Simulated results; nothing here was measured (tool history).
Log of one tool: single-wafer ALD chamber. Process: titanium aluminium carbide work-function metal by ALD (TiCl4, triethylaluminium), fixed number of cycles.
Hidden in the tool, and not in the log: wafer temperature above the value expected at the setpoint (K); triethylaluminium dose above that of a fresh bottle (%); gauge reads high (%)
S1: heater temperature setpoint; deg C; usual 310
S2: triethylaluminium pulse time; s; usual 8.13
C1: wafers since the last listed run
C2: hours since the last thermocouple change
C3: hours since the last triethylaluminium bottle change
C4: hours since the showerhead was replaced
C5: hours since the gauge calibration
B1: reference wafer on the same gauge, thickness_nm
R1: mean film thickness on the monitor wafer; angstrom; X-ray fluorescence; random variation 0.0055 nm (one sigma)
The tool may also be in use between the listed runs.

Run 1, hour 0.0: usual settings; C1 0; C2 2360.9; C3 1223.4; C4 3748.3; C5 207.5; B1 1.839. Result: R1 17.31 angstrom.
Run 2, hour 7.3: usual settings; C1 97; C2 2368.2; C3 1230.7; C4 3755.6; C5 214.8; B1 1.839. Result: R1 17.34 angstrom.
Run 3, hour 23.7: usual settings; C1 218; C2 2384.6; C3 1247.1; C4 3772.0; C5 231.2; B1 1.841. Result: R1 17.31 angstrom.
Run 4, hour 39.5: usual settings but S2 6.57 s; C1 210; C2 2400.4; C3 1262.9; C4 3787.8; C5 247.0; B1 1.842. Result: R1 15.82 angstrom.
Run 5, hour 49.1: usual settings; C1 128; C2 2410.0; C3 1272.5; C4 3797.4; C5 256.6; B1 1.841. Result: R1 17.28 angstrom.
Run 6, hour 57.6: usual settings; C1 113; C2 2418.5; C3 1281.0; C4 3805.9; C5 265.1; B1 1.841. Result: R1 17.31 angstrom.
Run 7, hour 74.5: usual settings; C1 225; C2 2435.4; C3 1297.9; C4 3822.8; C5 282.0; B1 1.839. Result: R1 17.39 angstrom.
Run 8, hour 118.3: usual settings; C1 584; C2 2479.2; C3 1341.7; C4 3866.6; C5 325.8; B1 1.841. Result: R1 17.37 angstrom.
At hour 129.1: thermocouple changed; heater temperature recalibrated.
Run 9, hour 134.1: usual settings; C1 104; C2 5.0; C3 1357.5; C4 3882.4; C5 341.6; B1 1.840. Result: R1 17.42 angstrom.
Run 10, hour 180.5: usual settings but S2 9.29 s; C1 619; C2 51.4; C3 1403.9; C4 3928.8; C5 388.0; B1 1.839. Result: R1 18.10 angstrom.
Run 11, hour 198.1: usual settings but S2 9.29 s; C1 234; C2 69.0; C3 1421.5; C4 3946.4; C5 405.6; B1 1.838. Result: R1 18.13 angstrom.
Run 12, hour 215.5: usual settings but S2 9.29 s; C1 232; C2 86.4; C3 1438.9; C4 3963.8; C5 423.0; B1 1.836. Result: R1 18.07 angstrom.
Run 13, hour 226.7: usual settings but S1 301 deg C, S2 5.81 s; C1 149; C2 97.6; C3 1450.1; C4 3975.0; C5 434.2; B1 1.840. Result: R1 14.17 angstrom.
Run 14, hour 234.0: usual settings; C1 97; C2 104.9; C3 1457.4; C4 3982.3; C5 441.5; B1 1.837. Result: R1 17.27 angstrom.
At hour 244.2: showerhead replaced.
Run 15, hour 250.1: usual settings; C1 108; C2 121.0; C3 1473.5; C4 5.9; C5 457.6; B1 1.840. Result: R1 17.32 angstrom.
Run 16, hour 265.2: usual settings but S2 9.89 s; C1 201; C2 136.1; C3 1488.6; C4 21.0; C5 472.7; B1 1.840. Result: R1 18.36 angstrom.
Run 17, hour 277.8: usual settings; C1 168; C2 148.7; C3 1501.2; C4 33.6; C5 485.3; B1 1.842. Result: R1 17.36 angstrom.
Run 18, hour 284.1: usual settings but S1 303 deg C, S2 11.04 s; C1 84; C2 155.0; C3 1507.5; C4 39.9; C5 491.6; B1 1.842. Result: R1 18.23 angstrom.
Run 19, hour 301.2: usual settings; C1 228; C2 172.1; C3 1524.6; C4 57.0; C5 508.7; B1 1.842. Result: R1 17.32 angstrom.
Run 20, hour 317.6: usual settings but S1 315 deg C; C1 218; C2 188.5; C3 1541.0; C4 73.4; C5 525.1; B1 1.841. Result: R1 17.61 angstrom.
At hour 321.7: gauge calibrated.
Run 21, hour 324.2: usual settings but S1 306 deg C, S2 5.06 s; C1 88; C2 195.1; C3 1547.6; C4 80.0; C5 2.5; B1 1.839. Result: R1 13.26 angstrom.
Run 22, hour 332.3: usual settings; C1 108; C2 203.2; C3 1555.7; C4 88.1; C5 10.6; B1 1.836. Result: R1 17.35 angstrom.
Run 23, hour 344.2: usual settings; C1 158; C2 215.1; C3 1567.6; C4 100.0; C5 22.5; B1 1.842. Result: R1 17.24 angstrom.
At hour 354.3: triethylaluminium bottle replaced.
Run 24, hour 354.8: usual settings but S1 297 deg C, S2 10.48 s; C1 34; C2 225.7; C3 0.5; C4 110.6; C5 33.1; B1 1.840. Result: R1 18.85 angstrom.
Run 25, hour 383.1: usual settings but S1 314 deg C, S2 5.50 s; C1 377; C2 254.0; C3 28.8; C4 138.9; C5 61.4; B1 1.839. Result: R1 17.44 angstrom.
Run 26, hour 397.9: usual settings but S1 299 deg C; C1 197; C2 268.8; C3 43.6; C4 153.7; C5 76.2; B1 1.840. Result: R1 18.16 angstrom.
Run 27, hour 408.9: usual settings but S1 320 deg C, S2 6.00 s; C1 146; C2 279.8; C3 54.6; C4 164.7; C5 87.2; B1 1.837. Result: R1 18.40 angstrom.
Run 28, hour 421.0: usual settings but S2 10.04 s; C1 161; C2 291.9; C3 66.7; C4 176.8; C5 99.3; B1 1.841. Result: R1 19.84 angstrom.
Run 29, hour 435.7: usual settings but S2 5.94 s; C1 196; C2 306.6; C3 81.4; C4 191.5; C5 114.0; B1 1.841. Result: R1 17.43 angstrom.
Run 30, hour 451.2: usual settings; C1 206; C2 322.1; C3 96.9; C4 207.0; C5 129.5; B1 1.841. Result: R1 19.11 angstrom.
Run 31, hour 461.1: usual settings but S2 9.11 s; C1 132; C2 332.0; C3 106.8; C4 216.9; C5 139.4; B1 1.841. Result: R1 19.48 angstrom.
Run 32, hour 477.7: usual settings but S1 297 deg C; C1 221; C2 348.6; C3 123.4; C4 233.5; C5 156.0; B1 1.842. Result: R1 17.82 angstrom.

Some steps in R1 between neighbouring runs. How much of each would the tool show without its hidden state too (settings, what came in, random variation), and how much is left for the hidden state, with any gauge scatter that isn't in both results?
Run 12 -> 13: S1 310 -> 301, S2 9.29 -> 5.81. R1 -3.90 angstrom: hidden state -1.06, all else -2.84.
Run 20 -> 21: S1 315 -> 306, S2 8.13 -> 5.06, gauge calibrated. R1 -4.35 angstrom: hidden state -0.89, all else -3.46.
Run 21 -> 22: S1 306 -> 310, S2 5.06 -> 8.13. R1 +4.09 angstrom: hidden state +0.91, all else +3.18.
Run 23 -> 24: S1 310 -> 297, S2 8.13 -> 10.48, triethylaluminium bottle replaced. R1 +1.61 angstrom: hidden state +2.05, all else -0.44.

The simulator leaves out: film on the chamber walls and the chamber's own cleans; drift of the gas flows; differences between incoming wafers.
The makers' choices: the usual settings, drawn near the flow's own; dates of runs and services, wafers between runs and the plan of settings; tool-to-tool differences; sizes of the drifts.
